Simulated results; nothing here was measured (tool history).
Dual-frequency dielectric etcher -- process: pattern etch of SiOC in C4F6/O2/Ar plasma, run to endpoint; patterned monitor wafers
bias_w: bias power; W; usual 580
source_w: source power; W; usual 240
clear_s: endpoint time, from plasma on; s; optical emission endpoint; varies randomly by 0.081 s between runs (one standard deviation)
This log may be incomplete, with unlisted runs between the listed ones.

run     day  bias_w  source_w  wafers since the last listed run  hours since the last wet clean  hours since the last bias power generator calibration  hours since the last source power generator calibration  hours since the last upper electrode change  incoming incoming film thickness, nm  clear_s
  1       0     580       240                                 0                           507.3                                                 2298.8                                                   3792.6                                       4844.6                                 41.54     14.8
  2    0.25     481       240                               134                           513.3                                                 2304.8                                                   3798.6                                       4850.6                                 41.44     15.3
  3   0.896     481       240                               347                           528.8                                                 2320.3                                                   3814.1                                       4866.1                                 41.29     15.2
  4   1.604     580       240                               381                           545.8                                                 2337.3                                                   3831.1                                       4883.1                                 41.47       15
  5   2.283     580       240                               365                           562.1                                                 2353.6                                                   3847.4                                       4899.4                                 41.26     14.8
  6   2.562     580       240                               150                           568.8                                                 2360.3                                                   3854.1                                       4906.1                                 41.82       15
       4.15  -- wet clean of the chamber
  7   4.171     580       240                               327                             0.5                                                 2398.9                                                   3892.7                                       4944.7                                 41.35     14.1
  8   4.183     580       220                                 6                             0.8                                                 2399.2                                                     3893                                         4945                                 40.93     14.2
  9   4.283     580       220                                53                             3.2                                                 2401.6                                                   3895.4                                       4947.4                                  41.5     14.4
 10   4.925     541       240                               345                            18.6                                                   2417                                                   3910.8                                       4962.8                                 41.52     14.2
 11   5.442     634       220                               278                              31                                                 2429.4                                                   3923.2                                       4975.2                                 41.37       14
 12     5.7     580       240                               139                            37.2                                                 2435.6                                                   3929.4                                       4981.4                                 41.04     13.9
 13   7.279     580       240                               850                            75.1                                                 2473.5                                                   3967.3                                       5019.3                                 41.04     14.1
      7.846  -- bias power generator calibrated
 14   7.867     580       240                               226                            89.2                                                    0.5                                                   3981.4                                       5033.4                                 41.41     14.1
      8.771  -- source power generator calibrated
      8.871  -- upper electrode replaced
 15   8.892     715       190                               409                           113.8                                                   25.1                                                      2.9                                          0.5                                 41.68     14.5
 16   8.904     479       270                                 6                           114.1                                                   25.4                                                      3.2                                          0.8                                 41.08       14
 17   9.275     491       260                               199                             123                                                   34.3                                                     12.1                                          9.7                                 40.94     14.1
 18   9.967     580       240                               372                           139.6                                                   50.9                                                     28.7                                         26.3                                 41.74     14.1
 19  10.221     580       260                               136                           145.7                                                     57                                                     34.8                                         32.4                                 41.05     13.6
 20  10.496     580       240                               148                           152.3                                                   63.6                                                     41.4                                           39                                 41.17     14.2
 21  10.979     648       290                               260                           163.9                                                   75.2                                                       53                                         50.6                                 41.13       13
 22  11.525     617       190                               293                             177                                                   88.3                                                     66.1                                         63.7                                 41.27     14.8
 23  12.162     491       260                               343                           192.3                                                  103.6                                                     81.4                                           79                                 40.92     14.3
 24  12.596     580       240                               233                           202.7                                                    114                                                     91.8                                         89.4                                 41.19     14.2
 25  13.183     469       300                               316                           216.8                                                  128.1                                                    105.9                                        103.5                                 41.27     13.8
 26  13.567     580       200                               206                             226                                                  137.3                                                    115.1                                        112.7                                 41.59     15.1

For each entry between runs, how does the tool's hidden state at the last listed run before it compare with that at the first listed run after it?
Logged between run 6 and run 7: wet clean of the chamber (day 4.15)
  etch rate over this chamber's usual, %: -5 -> 0.839
  the result without the hidden state subtracted from the measured one, clear_s: +0.7 -> -0.1 s
Logged between run 13 and run 14: bias power generator calibrated (day 7.846)
  etch rate over this chamber's usual, %: 0.262 -> 0.153
  the result without the hidden state subtracted from the measured one, clear_s: +0 -> -0.1 s
Logged between run 14 and run 15: source power generator calibrated (day 8.771); upper electrode replaced (day 8.871)
  etch rate over this chamber's usual, %: 0.153 -> -0.0375
  the result without the hidden state subtracted from the measured one, clear_s: -0.1 -> +0 s
